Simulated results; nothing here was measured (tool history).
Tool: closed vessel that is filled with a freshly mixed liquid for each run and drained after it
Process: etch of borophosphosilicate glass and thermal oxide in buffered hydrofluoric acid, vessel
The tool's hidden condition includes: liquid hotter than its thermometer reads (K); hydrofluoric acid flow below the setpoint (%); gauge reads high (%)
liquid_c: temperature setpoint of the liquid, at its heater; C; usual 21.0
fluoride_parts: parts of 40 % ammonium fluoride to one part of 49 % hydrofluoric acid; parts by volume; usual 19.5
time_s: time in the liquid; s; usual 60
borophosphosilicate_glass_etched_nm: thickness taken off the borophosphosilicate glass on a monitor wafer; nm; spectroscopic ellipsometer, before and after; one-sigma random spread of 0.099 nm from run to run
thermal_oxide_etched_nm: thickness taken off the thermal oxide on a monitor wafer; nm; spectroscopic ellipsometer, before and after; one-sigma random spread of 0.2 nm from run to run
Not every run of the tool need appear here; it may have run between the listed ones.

run   hour  liquid_c  fluoride_parts  time_s  wafers since the last listed run  hours since the thermometer was replaced  hours since the hydrofluoric acid flow meter was replaced  hours since the gauge calibration  read-back film thickness of the borophosphosilicate glass reference wafer, read on the same gauge (nm)  read-back film thickness of the thermal oxide reference wafer, read on the same gauge (nm)  borophosphosilicate_glass_etched_nm  thermal_oxide_etched_nm
  1    0.0      21.0            19.5      60                                 0                                    2621.1                                                     1713.2                               74.0                                                                                                   69.99                                                                                       40.03                                35.78                    36.39
  2   16.8      21.0            19.5      60                              1403                                    2637.9                                                     1730.0                               90.8                                                                                                   70.00                                                                                       40.04                                35.67                    35.94
  3   31.5      21.0            19.5      60                              1227                                    2652.6                                                     1744.7                              105.5                                                                                                   69.99                                                                                       39.98                                35.75                    35.65
  4   42.1      21.0            19.5      85                               885                                    2663.2                                                     1755.3                              116.1                                                                                                   69.99                                                                                       39.98                                50.94                    51.20
  5   55.5      21.0            19.5      85                              1119                                    2676.6                                                     1768.7                              129.5                                                                                                   70.03                                                                                       39.97                                50.97                    51.47
  6   65.9      21.0            19.5      85                               868                                    2687.0                                                     1779.1                              139.9                                                                                                   69.99                                                                                       39.97                                50.88                    50.75
  7   75.4      18.5            19.5      60                               793                                    2696.5                                                     1788.6                              149.4                                                                                                   70.01                                                                                       40.02                                31.31                    31.44
  8   88.0      21.0            19.5      75                              1052                                    2709.1                                                     1801.2                              162.0                                                                                                   70.00                                                                                       39.96                                44.79                    44.95
     115.0  -- hydrofluoric acid flow meter replaced
  9  119.6      21.0            19.5      75                              2556                                    2740.7                                                        4.6                              193.6                                                                                                   69.99                                                                                       39.96                                44.85                    45.39
 10  132.3      21.0            19.5      75                              1060                                    2753.4                                                       17.3                              206.3                                                                                                   70.01                                                                                       40.04                                45.34                    45.30
     141.3  -- gauge calibrated
 11  147.6      21.0            19.5      60                              1278                                    2768.7                                                       32.6                                6.3                                                                                                   70.00                                                                                       40.01                                36.09                    36.08
     156.7  -- thermometer replaced
 12  164.8      21.0            19.5      80                              1353                                       8.1                                                       49.8                               23.5                                                                                                   69.99                                                                                       39.99                                41.75                    42.33
 13  173.9      21.0            19.5      75                               760                                      17.2                                                       58.9                               32.6                                                                                                   69.99                                                                                       40.01                                39.30                    39.40
 14  186.9      18.5            17.5      60                              1085                                      30.2                                                       71.9                               45.6                                                                                                   70.00                                                                                       40.02                                30.36                    30.76
 15  196.6      25.0            19.5      60                               810                                      39.9                                                       81.6                               55.3                                                                                                   70.00                                                                                       39.97                                39.08                    39.15
 16  208.8      19.0            21.5      95                              1019                                      52.1                                                       93.8                               67.5                                                                                                   70.01                                                                                       40.00                                41.45                    41.77
 17  219.6      21.0            19.5      50                               902                                      62.9                                                      104.6                               78.3                                                                                                   69.99                                                                                       40.00                                26.24                    26.34
 18  234.4      21.0            14.5      45                              1236                                      77.7                                                      119.4                               93.1                                                                                                   69.98                                                                                       39.99                                31.50                    31.85
 19  252.0      21.0            14.5      85                              1470                                      95.3                                                      137.0                              110.7                                                                                                   69.98                                                                                       40.01                                59.93                    59.80
 20  269.1      17.0            19.5      80                              1428                                     112.4                                                      154.1                              127.8                                                                                                   69.98                                                                                       40.04                                33.82                    33.67
 21  280.1      21.0            11.5      60                               918                                     123.4                                                      165.1                              138.8                                                                                                   70.01                                                                                       39.99                                53.01                    53.41

Consider 5 possible next runs. They are alternatives, not a sequence: every one starts from the tool as it was left by run 21. What does each give?
  A  280.8      21.0            19.5      60                                58                                     124.1                                                      165.8                              139.5                                                                                                       ?                                                                                           ?                                    ?                        ?
  B  280.8      24.0            25.5      75                                58                                     124.1                                                      165.8                              139.5                                                                                                       ?                                                                                           ?                                    ?                        ?
  C  280.8      21.0            22.0      90                                58                                     124.1                                                      165.8                              139.5                                                                                                       ?                                                                                           ?                                    ?                        ?
  D  280.8      21.0            16.0      75                                58                                     124.1                                                      165.8                              139.5                                                                                                       ?                                                                                           ?                                    ?                        ?
  E  280.8      23.5            14.0      80                                58                                     124.1                                                      165.8                              139.5                                                                                                       ?                                                                                           ?                                    ?                        ?

run  read-back film thickness of the borophosphosilicate glass reference wafer, read on the same gauge (nm)  read-back film thickness of the thermal oxide reference wafer, read on the same gauge (nm)  borophosphosilicate_glass_etched_nm  thermal_oxide_etched_nm
  A                                                                                                   70.01                                                                                       40.03                                31.57                    31.84
  B                                                                                                   70.01                                                                                       40.03                                38.34                    38.75
  C                                                                                                   70.01                                                                                       40.03                                43.24                    43.62
  D                                                                                                   70.01                                                                                       40.03                                48.01                    48.37
  E                                                                                                   70.01                                                                                       40.03                                66.97                    67.54
Stripped of hidden state, with their random variation kept, the same runs would have yielded:
run  borophosphosilicate_glass_etched_nm  thermal_oxide_etched_nm
  A                                31.23                    31.49
  B                                37.92                    38.33
  C                                42.76                    43.13
  D                                47.48                    47.84
  E                                66.24                    66.80
